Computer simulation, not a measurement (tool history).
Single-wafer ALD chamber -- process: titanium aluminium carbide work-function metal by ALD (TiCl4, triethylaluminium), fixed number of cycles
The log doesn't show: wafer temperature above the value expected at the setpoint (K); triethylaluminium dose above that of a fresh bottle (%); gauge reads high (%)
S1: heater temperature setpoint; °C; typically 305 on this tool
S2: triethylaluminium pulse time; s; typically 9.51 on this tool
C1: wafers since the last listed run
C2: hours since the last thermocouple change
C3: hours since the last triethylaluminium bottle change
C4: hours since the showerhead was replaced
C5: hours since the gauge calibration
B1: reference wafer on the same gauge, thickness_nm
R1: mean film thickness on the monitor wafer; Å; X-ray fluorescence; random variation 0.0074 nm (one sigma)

run 1 hour=0.0 | S1=305 S2=9.51 | C1=0 C2=205.1 C3=599.9 C4=5263.6 C5=1073.2 | B1=1.910 | R1=20.89
run 2 hour=55.1 | S1=305 S2=9.51 | C1=824 C2=260.2 C3=655.0 C4=5318.7 C5=1128.3 | B1=1.907 | R1=20.81
run 3 hour=112.4 | S1=305 S2=9.51 | C1=857 C2=317.5 C3=712.3 C4=5376.0 C5=1185.6 | B1=1.910 | R1=20.90
run 4 hour=180.0 | S1=305 S2=9.51 | C1=1011 C2=385.1 C3=779.9 C4=5443.6 C5=1253.2 | B1=1.912 | R1=20.87
run 5 hour=207.3 | S1=305 S2=9.51 | C1=408 C2=412.4 C3=807.2 C4=5470.9 C5=1280.5 | B1=1.910 | R1=20.87
run 6 hour=264.2 | S1=305 S2=9.51 | C1=851 C2=469.3 C3=864.1 C4=5527.8 C5=1337.4 | B1=1.911 | R1=20.82
run 7 hour=319.7 | S1=305 S2=9.51 | C1=830 C2=524.8 C3=919.6 C4=5583.3 C5=1392.9 | B1=1.910 | R1=20.79
run 8 hour=365.4 | S1=305 S2=9.51 | C1=683 C2=570.5 C3=965.3 C4=5629.0 C5=1438.6 | B1=1.910 | R1=20.88
run 9 hour=389.7 | S1=305 S2=9.51 | C1=363 C2=594.8 C3=989.6 C4=5653.3 C5=1462.9 | B1=1.910 | R1=20.80
run 10 hour=451.9 | S1=305 S2=9.51 | C1=930 C2=657.0 C3=1051.8 C4=5715.5 C5=1525.1 | B1=1.909 | R1=20.84
run 11 hour=480.4 | S1=305 S2=9.51 | C1=426 C2=685.5 C3=1080.3 C4=5744.0 C5=1553.6 | B1=1.911 | R1=20.84
run 12 hour=544.9 | S1=305 S2=9.51 | C1=965 C2=750.0 C3=1144.8 C4=5808.5 C5=1618.1 | B1=1.910 | R1=20.96
run 13 hour=569.2 | S1=305 S2=9.51 | C1=363 C2=774.3 C3=1169.1 C4=5832.8 C5=1642.4 | B1=1.909 | R1=20.81
run 14 hour=624.2 | S1=305 S2=9.51 | C1=823 C2=829.3 C3=1224.1 C4=5887.8 C5=1697.4 | B1=1.909 | R1=20.87
run 15 hour=693.6 | S1=305 S2=7.97 | C1=1038 C2=898.7 C3=1293.5 C4=5957.2 C5=1766.8 | B1=1.907 | R1=20.36
-- hour=715.6 triethylaluminium bottle replaced
-- hour=730.1 gauge calibrated
run 16 hour=842.9 | S1=290 S2=12.50 | C1=2114 C2=1048.0 C3=127.3 C4=6106.5 C5=112.8 | B1=1.911 | R1=20.19
run 17 hour=889.1 | S1=305 S2=9.51 | C1=691 C2=1094.2 C3=173.5 C4=6152.7 C5=159.0 | B1=1.909 | R1=20.87
run 18 hour=919.2 | S1=312 S2=7.17 | C1=450 C2=1124.3 C3=203.6 C4=6182.8 C5=189.1 | B1=1.911 | R1=20.56
-- hour=934.1 showerhead replaced
run 19 hour=964.4 | S1=305 S2=12.66 | C1=556 C2=1169.5 C3=248.8 C4=30.3 C5=234.3 | B1=1.908 | R1=21.34
run 20 hour=1026.1 | S1=297 S2=9.51 | C1=923 C2=1231.2 C3=310.5 C4=92.0 C5=296.0 | B1=1.910 | R1=20.22
run 21 hour=1050.8 | S1=305 S2=9.51 | C1=369 C2=1255.9 C3=335.2 C4=116.7 C5=320.7 | B1=1.909 | R1=20.75
-- hour=1070.1 thermocouple changed; heater temperature recalibrated
run 22 hour=1236.0 | S1=312 S2=11.66 | C1=2651 C2=165.9 C3=520.4 C4=301.9 C5=505.9 | B1=1.910 | R1=21.90
run 23 hour=1289.9 | S1=305 S2=9.51 | C1=806 C2=219.8 C3=574.3 C4=355.8 C5=559.8 | B1=1.910 | R1=20.71
run 24 hour=1332.8 | S1=305 S2=9.51 | C1=641 C2=262.7 C3=617.2 C4=398.7 C5=602.7 | B1=1.909 | R1=20.79
run 25 hour=1397.3 | S1=305 S2=9.51 | C1=965 C2=327.2 C3=681.7 C4=463.2 C5=667.2 | B1=1.912 | R1=20.84
run 26 hour=1458.3 | S1=292 S2=13.04 | C1=912 C2=388.2 C3=742.7 C4=524.2 C5=728.2 | B1=1.910 | R1=20.38
run 27 hour=1521.8 | S1=305 S2=7.05 | C1=950 C2=451.7 C3=806.2 C4=587.7 C5=791.7 | B1=1.912 | R1=19.88
run 28 hour=1574.7 | S1=305 S2=9.51 | C1=791 C2=504.6 C3=859.1 C4=640.6 C5=844.6 | B1=1.909 | R1=20.86
run 29 hour=1604.0 | S1=312 S2=12.69 | C1=438 C2=533.9 C3=888.4 C4=669.9 C5=873.9 | B1=1.911 | R1=22.00
run 30 hour=1658.3 | S1=305 S2=9.51 | C1=812 C2=588.2 C3=942.7 C4=724.2 C5=928.2 | B1=1.912 | R1=20.94
run 31 hour=1708.4 | S1=313 S2=6.95 | C1=749 C2=638.3 C3=992.8 C4=774.3 C5=978.3 | B1=1.910 | R1=20.47
run 32 hour=1768.5 | S1=309 S2=7.73 | C1=899 C2=698.4 C3=1052.9 C4=834.4 C5=1038.4 | B1=1.910 | R1=20.67
run 33 hour=1803.8 | S1=305 S2=9.51 | C1=528 C2=733.7 C3=1088.2 C4=869.7 C5=1073.7 | B1=1.910 | R1=20.98

Each row is a separate what-if for the run after 33, all from the same tool condition, not one after another. Results?
run A hour=1804.2 | S1=305 S2=9.51 | C1=5 C2=734.1 C3=1088.6 C4=870.1 C5=1074.1 | B1=? | R1=?
run B hour=1804.2 | S1=305 S2=6.47 | C1=5 C2=734.1 C3=1088.6 C4=870.1 C5=1074.1 | B1=? | R1=?
run C hour=1804.2 | S1=299 S2=7.12 | C1=5 C2=734.1 C3=1088.6 C4=870.1 C5=1074.1 | B1=? | R1=?
run D hour=1804.2 | S1=319 S2=12.26 | C1=5 C2=734.1 C3=1088.6 C4=870.1 C5=1074.1 | B1=? | R1=?

run=A B1=1.911 R1=21.06
run=B B1=1.911 R1=19.75
run=C B1=1.911 R1=19.69
run=D B1=1.911 R1=22.67
Without the tool's unlogged condition, the same runs would have read:
run=A R1=21.06
run=B R1=19.75
run=C R1=19.69
run=D R1=22.67
